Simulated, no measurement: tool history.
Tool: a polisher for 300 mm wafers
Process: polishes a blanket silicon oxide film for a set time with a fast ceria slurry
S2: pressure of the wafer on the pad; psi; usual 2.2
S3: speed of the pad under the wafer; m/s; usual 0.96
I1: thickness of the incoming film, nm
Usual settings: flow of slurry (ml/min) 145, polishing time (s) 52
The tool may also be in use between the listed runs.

run 1 hour=0.0 | flow_of_slurry_(ml/min)=145 S2=2.2 S3=0.96 polishing_time_(s)=52 | I1=2830.8 | film_removed_(angstrom)=5703
run 2 hour=59.0 | flow_of_slurry_(ml/min)=145 S2=2.2 S3=0.96 polishing_time_(s)=52 | I1=2809.3 | film_removed_(angstrom)=5624
run 3 hour=197.5 | flow_of_slurry_(ml/min)=145 S2=2.2 S3=0.96 polishing_time_(s)=52 | I1=2791.5 | film_removed_(angstrom)=5567
run 4 hour=261.0 | flow_of_slurry_(ml/min)=145 S2=2.2 S3=0.96 polishing_time_(s)=52 | I1=2829.2 | film_removed_(angstrom)=5599
run 5 hour=324.0 | flow_of_slurry_(ml/min)=145 S2=2.2 S3=0.96 polishing_time_(s)=52 | I1=2859.6 | film_removed_(angstrom)=5516
run 6 hour=371.5 | flow_of_slurry_(ml/min)=145 S2=2.2 S3=0.96 polishing_time_(s)=52 | I1=2809.3 | film_removed_(angstrom)=5505
run 7 hour=408.7 | flow_of_slurry_(ml/min)=145 S2=2.2 S3=0.96 polishing_time_(s)=52 | I1=2793.6 | film_removed_(angstrom)=5538
run 8 hour=456.4 | flow_of_slurry_(ml/min)=145 S2=2.2 S3=0.96 polishing_time_(s)=52 | I1=2799.0 | film_removed_(angstrom)=5482
run 9 hour=526.6 | flow_of_slurry_(ml/min)=145 S2=2.2 S3=0.96 polishing_time_(s)=52 | I1=2840.2 | film_removed_(angstrom)=5715
run 10 hour=568.7 | flow_of_slurry_(ml/min)=145 S2=2.2 S3=0.96 polishing_time_(s)=52 | I1=2849.1 | film_removed_(angstrom)=5677
run 11 hour=630.1 | flow_of_slurry_(ml/min)=145 S2=2.4 S3=0.96 polishing_time_(s)=52 | I1=2792.6 | film_removed_(angstrom)=5953
run 12 hour=683.6 | flow_of_slurry_(ml/min)=145 S2=2.4 S3=0.96 polishing_time_(s)=52 | I1=2810.8 | film_removed_(angstrom)=5930
run 13 hour=730.6 | flow_of_slurry_(ml/min)=145 S2=2.2 S3=0.96 polishing_time_(s)=52 | I1=2825.3 | film_removed_(angstrom)=5630
run 14 hour=797.2 | flow_of_slurry_(ml/min)=145 S2=2.2 S3=0.96 polishing_time_(s)=52 | I1=2789.0 | film_removed_(angstrom)=5669
run 15 hour=837.8 | flow_of_slurry_(ml/min)=145 S2=2.2 S3=0.96 polishing_time_(s)=52 | I1=2820.9 | film_removed_(angstrom)=5657
run 16 hour=883.5 | flow_of_slurry_(ml/min)=145 S2=2.2 S3=0.96 polishing_time_(s)=52 | I1=2819.4 | film_removed_(angstrom)=5584
run 17 hour=913.1 | flow_of_slurry_(ml/min)=145 S2=1.8 S3=0.96 polishing_time_(s)=58 | I1=2828.5 | film_removed_(angstrom)=5659
run 18 hour=962.4 | flow_of_slurry_(ml/min)=145 S2=2.2 S3=0.96 polishing_time_(s)=52 | I1=2794.0 | film_removed_(angstrom)=5727
run 19 hour=994.9 | flow_of_slurry_(ml/min)=145 S2=2.9 S3=0.68 polishing_time_(s)=52 | I1=2813.5 | film_removed_(angstrom)=5509
run 20 hour=1047.5 | flow_of_slurry_(ml/min)=145 S2=2.7 S3=0.64 polishing_time_(s)=65 | I1=2853.1 | film_removed_(angstrom)=6368
run 21 hour=1087.1 | flow_of_slurry_(ml/min)=160 S2=2.6 S3=0.80 polishing_time_(s)=68 | I1=2790.4 | film_removed_(angstrom)=7558
run 22 hour=1128.9 | flow_of_slurry_(ml/min)=105 S2=2.2 S3=1.12 polishing_time_(s)=52 | I1=2830.9 | film_removed_(angstrom)=5778
run 23 hour=1172.3 | flow_of_slurry_(ml/min)=190 S2=2.7 S3=1.28 polishing_time_(s)=34 | I1=2794.4 | film_removed_(angstrom)=5258
run 24 hour=1243.2 | flow_of_slurry_(ml/min)=175 S2=2.2 S3=0.96 polishing_time_(s)=69 | I1=2822.0 | film_removed_(angstrom)=7841
run 25 hour=1268.4 | flow_of_slurry_(ml/min)=145 S2=2.2 S3=0.96 polishing_time_(s)=46 | I1=2784.1 | film_removed_(angstrom)=5126
run 26 hour=1325.6 | flow_of_slurry_(ml/min)=145 S2=2.2 S3=0.96 polishing_time_(s)=45 | I1=2821.5 | film_removed_(angstrom)=4931
run 27 hour=1369.5 | flow_of_slurry_(ml/min)=145 S2=2.2 S3=0.96 polishing_time_(s)=52 | I1=2796.2 | film_removed_(angstrom)=5724
run 28 hour=1415.0 | flow_of_slurry_(ml/min)=190 S2=2.2 S3=0.96 polishing_time_(s)=52 | I1=2804.2 | film_removed_(angstrom)=6107
run 29 hour=1479.0 | flow_of_slurry_(ml/min)=145 S2=2.2 S3=0.96 polishing_time_(s)=52 | I1=2850.7 | film_removed_(angstrom)=5774
run 30 hour=1510.2 | flow_of_slurry_(ml/min)=195 S2=2.5 S3=0.96 polishing_time_(s)=52 | I1=2798.5 | film_removed_(angstrom)=6453
run 31 hour=1548.7 | flow_of_slurry_(ml/min)=145 S2=2.2 S3=0.96 polishing_time_(s)=52 | I1=2780.6 | film_removed_(angstrom)=5687
run 32 hour=1573.3 | flow_of_slurry_(ml/min)=190 S2=2.7 S3=1.28 polishing_time_(s)=34 | I1=2814.9 | film_removed_(angstrom)=5219
run 33 hour=1637.5 | flow_of_slurry_(ml/min)=145 S2=2.2 S3=0.96 polishing_time_(s)=58 | I1=2800.7 | film_removed_(angstrom)=6344
run 34 hour=1701.1 | flow_of_slurry_(ml/min)=190 S2=2.7 S3=1.28 polishing_time_(s)=34 | I1=2784.5 | film_removed_(angstrom)=5221
run 35 hour=1730.8 | flow_of_slurry_(ml/min)=100 S2=1.9 S3=0.96 polishing_time_(s)=58 | I1=2813.2 | film_removed_(angstrom)=5274
run 36 hour=1781.7 | flow_of_slurry_(ml/min)=145 S2=2.2 S3=0.96 polishing_time_(s)=52 | I1=2771.0 | film_removed_(angstrom)=5706
run 37 hour=1844.4 | flow_of_slurry_(ml/min)=145 S2=2.2 S3=0.96 polishing_time_(s)=52 | I1=2856.9 | film_removed_(angstrom)=5700

Not shown: 9 entries that the log had between the listed runs. Between which runs, and how does the tool's hidden state differ before and after?
Between runs 2 and 3: worn pad replaced by a new one (hour 148.7)
  deviation of the head's pressure from its setpoint, %: -2.58 -> -3.75
  measured less the result without the state, film removed (angstrom): -148 -> -215
Between runs 3 and 4: slurry nozzle cleaned (hour 251.9)
  deviation of the head's pressure from its setpoint, %: -3.75 -> -4.16
  measured less the result without the state, film removed (angstrom): -215 -> -240
Between runs 8 and 9: worn pad replaced by a new one, of another model than before (hour 510.1)
  deviation of the head's pressure from its setpoint, %: -5.06 -> -5.28
  measured less the result without the state, film removed (angstrom): -289 -> -164
Between runs 10 and 11: slurry nozzle cleaned (hour 624.3)
  deviation of the head's pressure from its setpoint, %: -5.4 -> -5.55
  measured less the result without the state, film removed (angstrom): -166 -> -179
Between runs 17 and 18: worn pad replaced by a new one (hour 952.1)
  deviation of the head's pressure from its setpoint, %: -6 -> -6.05
  measured less the result without the state, film removed (angstrom): -184 -> -188
Between runs 21 and 22: slurry nozzle cleaned (hour 1098.6); head pressure recalibrated (hour 1128.4)
  deviation of the head's pressure from its setpoint, %: -6.15 -> -0.306
  measured less the result without the state, film removed (angstrom): -252 -> -9
Between runs 27 and 28: worn pad replaced by a new one (hour 1411.5)
  deviation of the head's pressure from its setpoint, %: -2.98 -> -3.33
  measured less the result without the state, film removed (angstrom): -91 -> -109
Between runs 31 and 32: slurry nozzle cleaned (hour 1563.8)
  deviation of the head's pressure from its setpoint, %: -4.12 -> -4.24
  measured less the result without the state, film removed (angstrom): -126 -> -119

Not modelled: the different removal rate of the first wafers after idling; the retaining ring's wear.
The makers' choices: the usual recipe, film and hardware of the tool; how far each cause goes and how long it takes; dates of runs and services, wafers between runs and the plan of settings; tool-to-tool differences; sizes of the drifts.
